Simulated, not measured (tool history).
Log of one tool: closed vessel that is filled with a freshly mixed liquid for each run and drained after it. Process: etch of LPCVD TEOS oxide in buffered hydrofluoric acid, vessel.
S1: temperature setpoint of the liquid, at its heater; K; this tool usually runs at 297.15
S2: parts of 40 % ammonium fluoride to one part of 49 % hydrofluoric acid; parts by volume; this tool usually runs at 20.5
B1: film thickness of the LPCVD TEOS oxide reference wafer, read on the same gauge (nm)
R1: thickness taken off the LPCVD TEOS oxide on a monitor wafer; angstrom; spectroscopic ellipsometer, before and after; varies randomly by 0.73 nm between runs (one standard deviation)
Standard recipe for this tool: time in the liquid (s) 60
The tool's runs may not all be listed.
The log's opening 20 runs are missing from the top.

{"run": 21, "day": 67.921, "S1": 297.15, "S2": 20.5, "time in the liquid (s)": 60, "B1": 50.02, "R1": 936.0}
{"day": 69.8, "done": "gauge calibrated"}
{"day": 70.471, "done": "thermometer replaced"}
{"run": 22, "day": 71.9, "S1": 297.15, "S2": 20.5, "time in the liquid (s)": 60, "B1": 50.06, "R1": 952.1}
{"run": 23, "day": 74.05, "S1": 297.15, "S2": 20.5, "time in the liquid (s)": 60, "B1": 49.99, "R1": 963.5}
{"run": 24, "day": 78.05, "S1": 292.15, "S2": 23.5, "time in the liquid (s)": 60, "B1": 49.98, "R1": 661.2}
{"run": 25, "day": 81.188, "S1": 295.15, "S2": 26.0, "time in the liquid (s)": 45, "B1": 49.98, "R1": 542.0}
{"run": 26, "day": 85.246, "S1": 297.15, "S2": 14.0, "time in the liquid (s)": 30, "B1": 49.94, "R1": 685.4}
{"run": 27, "day": 89.233, "S1": 300.15, "S2": 20.5, "time in the liquid (s)": 80, "B1": 50.02, "R1": 1492.9}
{"run": 28, "day": 92.554, "S1": 297.15, "S2": 17.0, "time in the liquid (s)": 60, "B1": 50.04, "R1": 1139.2}
{"run": 29, "day": 96.479, "S1": 297.15, "S2": 20.5, "time in the liquid (s)": 60, "B1": 50.02, "R1": 966.3}
{"run": 30, "day": 98.433, "S1": 297.15, "S2": 27.0, "time in the liquid (s)": 80, "B1": 50.0, "R1": 1051.1}
{"day": 98.796, "done": "hydrofluoric acid flow meter replaced"}
{"run": 31, "day": 100.421, "S1": 297.15, "S2": 20.5, "time in the liquid (s)": 40, "B1": 49.99, "R1": 627.7}
{"run": 32, "day": 102.012, "S1": 300.15, "S2": 20.5, "time in the liquid (s)": 80, "B1": 49.99, "R1": 1478.1}

Predict each of these 5 candidate next runs independently; none follows another, all start after run 32:
{"run": "A", "day": 102.042, "S1": 297.15, "S2": 14.5, "time in the liquid (s)": 60, "B1": "?", "R1": "?"}
{"run": "B", "day": 102.042, "S1": 300.15, "S2": 14.5, "time in the liquid (s)": 95, "B1": "?", "R1": "?"}
{"run": "C", "day": 102.042, "S1": 298.65, "S2": 20.5, "time in the liquid (s)": 60, "B1": "?", "R1": "?"}
{"run": "D", "day": 102.042, "S1": 297.15, "S2": 15.5, "time in the liquid (s)": 60, "B1": "?", "R1": "?"}
{"run": "E", "day": 102.042, "S1": 302.15, "S2": 20.5, "time in the liquid (s)": 40, "B1": "?", "R1": "?"}

run=A B1=50.01 R1=1297.2
run=B B1=50.01 R1=2416.6
run=C B1=50.01 R1=1008.5
run=D B1=50.01 R1=1214.9
run=E B1=50.01 R1=811.6
With no hidden state in the tool, these same runs would have given:
run=A R1=1319.4
run=B R1=2457.1
run=C R1=1025.6
run=D R1=1235.7
run=E R1=825.0

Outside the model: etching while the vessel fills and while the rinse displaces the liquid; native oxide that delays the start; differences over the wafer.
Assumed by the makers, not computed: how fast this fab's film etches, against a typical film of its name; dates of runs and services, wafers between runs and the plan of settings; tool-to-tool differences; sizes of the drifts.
